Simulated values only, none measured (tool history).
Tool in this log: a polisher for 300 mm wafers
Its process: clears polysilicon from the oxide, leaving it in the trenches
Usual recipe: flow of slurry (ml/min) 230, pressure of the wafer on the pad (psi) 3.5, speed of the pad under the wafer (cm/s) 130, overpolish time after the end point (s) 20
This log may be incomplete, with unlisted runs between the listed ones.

| run | day | flow of slurry (ml/min) | pressure of the wafer on the pad (psi) | speed of the pad under the wafer (cm/s) | overpolish time after the end point (s) | wafers since the last listed run | wafers polished on this pad | hours since the slurry nozzle was cleaned | hours since the head pressure was calibrated | incoming thickness of the incoming film, nm | time until the end point was called (s) |
|---|---|---|---|---|---|---|---|---|---|---|---|
| 1 | 0.000 | 180 | 3.5 | 130 | 20 | 0 | 1802 | 223.1 | 91.6 | 600.1 | 29.7 |
|  | 1.725 | worn pad replaced by a new one |
| 2 | 1.746 | 180 | 3.5 | 130 | 20 | 300 | 4 | 265.0 | 133.5 | 598.2 | 27.4 |
| 3 | 3.433 | 230 | 3.5 | 130 | 20 | 321 | 325 | 305.5 | 174.0 | 600.9 | 27.2 |
| 4 | 5.329 | 230 | 3.5 | 130 | 20 | 361 | 686 | 351.0 | 219.5 | 591.9 | 28.0 |
|  | 5.446 | slurry nozzle cleaned |
| 5 | 7.746 | 230 | 3.5 | 102 | 14 | 452 | 1139 | 55.2 | 277.5 | 603.5 | 37.3 |
| 6 | 10.008 | 230 | 3.5 | 130 | 27 | 430 | 1569 | 109.5 | 331.8 | 600.3 | 29.7 |
| 7 | 11.979 | 230 | 3.5 | 96 | 20 | 375 | 1945 | 156.8 | 379.1 | 612.9 | 41.2 |
|  | 13.092 | worn pad replaced by a new one |
| 8 | 13.233 | 230 | 3.5 | 96 | 20 | 207 | 26 | 186.9 | 409.2 | 600.3 | 36.6 |
| 9 | 16.192 | 230 | 3.5 | 130 | 20 | 563 | 590 | 257.9 | 480.2 | 601.6 | 28.4 |
| 10 | 17.675 | 230 | 3.5 | 130 | 20 | 282 | 872 | 293.5 | 515.8 | 595.7 | 28.4 |
| 11 | 20.321 | 230 | 3.5 | 130 | 20 | 503 | 1376 | 357.0 | 579.3 | 604.6 | 29.1 |
|  | 21.067 | slurry nozzle cleaned |
| 12 | 22.542 | 260 | 3.5 | 104 | 20 | 415 | 1791 | 35.4 | 632.6 | 608.8 | 36.2 |
|  | 25.012 | worn pad replaced by a new one |
| 13 | 25.175 | 260 | 3.5 | 130 | 11 | 469 | 30 | 98.6 | 695.8 | 606.2 | 26.1 |
| 14 | 26.808 | 260 | 3.5 | 130 | 11 | 311 | 341 | 137.8 | 735.0 | 605.5 | 28.0 |
| 15 | 28.662 | 255 | 4.1 | 116 | 20 | 353 | 694 | 182.3 | 779.5 | 612.5 | 26.8 |
|  | 33.554 | slurry nozzle cleaned |
|  | 36.133 | worn pad replaced by a new one |
| 16 | 36.967 | 205 | 3.5 | 130 | 16 | 1541 | 158 | 81.9 | 978.8 | 589.4 | 26.9 |
| 17 | 39.108 | 230 | 3.5 | 130 | 20 | 407 | 566 | 133.3 | 1030.2 | 606.4 | 28.7 |
|  | 41.396 | head pressure recalibrated |
| 18 | 41.779 | 295 | 4.2 | 150 | 25 | 492 | 1059 | 197.4 | 9.2 | 597.3 | 20.4 |
| 19 | 44.358 | 195 | 3.0 | 130 | 26 | 491 | 1550 | 259.3 | 71.1 | 602.7 | 34.5 |
| 20 | 46.071 | 230 | 3.5 | 130 | 20 | 326 | 1876 | 300.4 | 112.2 | 605.2 | 29.3 |
|  | 47.129 | worn pad replaced by a new one |
|  | 48.008 | slurry nozzle cleaned |
| 21 | 48.392 | 255 | 2.4 | 150 | 31 | 402 | 232 | 9.2 | 167.9 | 592.5 | 34.4 |
| 22 | 49.412 | 230 | 3.5 | 130 | 27 | 194 | 426 | 33.7 | 192.4 | 598.7 | 27.7 |
| 23 | 51.217 | 230 | 3.5 | 130 | 27 | 343 | 770 | 77.0 | 235.7 | 597.7 | 28.9 |
| 24 | 53.379 | 230 | 3.5 | 156 | 26 | 411 | 1182 | 128.9 | 287.6 | 606.2 | 24.5 |
| 25 | 55.212 | 205 | 4.3 | 106 | 31 | 349 | 1531 | 172.9 | 331.6 | 601.2 | 29.8 |

What will run 26 give?
| 26 | 58.096 | 230 | 3.5 | 96 | 20 | 549 | 2080 | 242.1 | 400.8 | 592.8 | ? |

Run 26 came out at time until the end point was called (s) 39.4.
Without the tool's hidden state the same run would have given time until the end point was called (s) 35.0.

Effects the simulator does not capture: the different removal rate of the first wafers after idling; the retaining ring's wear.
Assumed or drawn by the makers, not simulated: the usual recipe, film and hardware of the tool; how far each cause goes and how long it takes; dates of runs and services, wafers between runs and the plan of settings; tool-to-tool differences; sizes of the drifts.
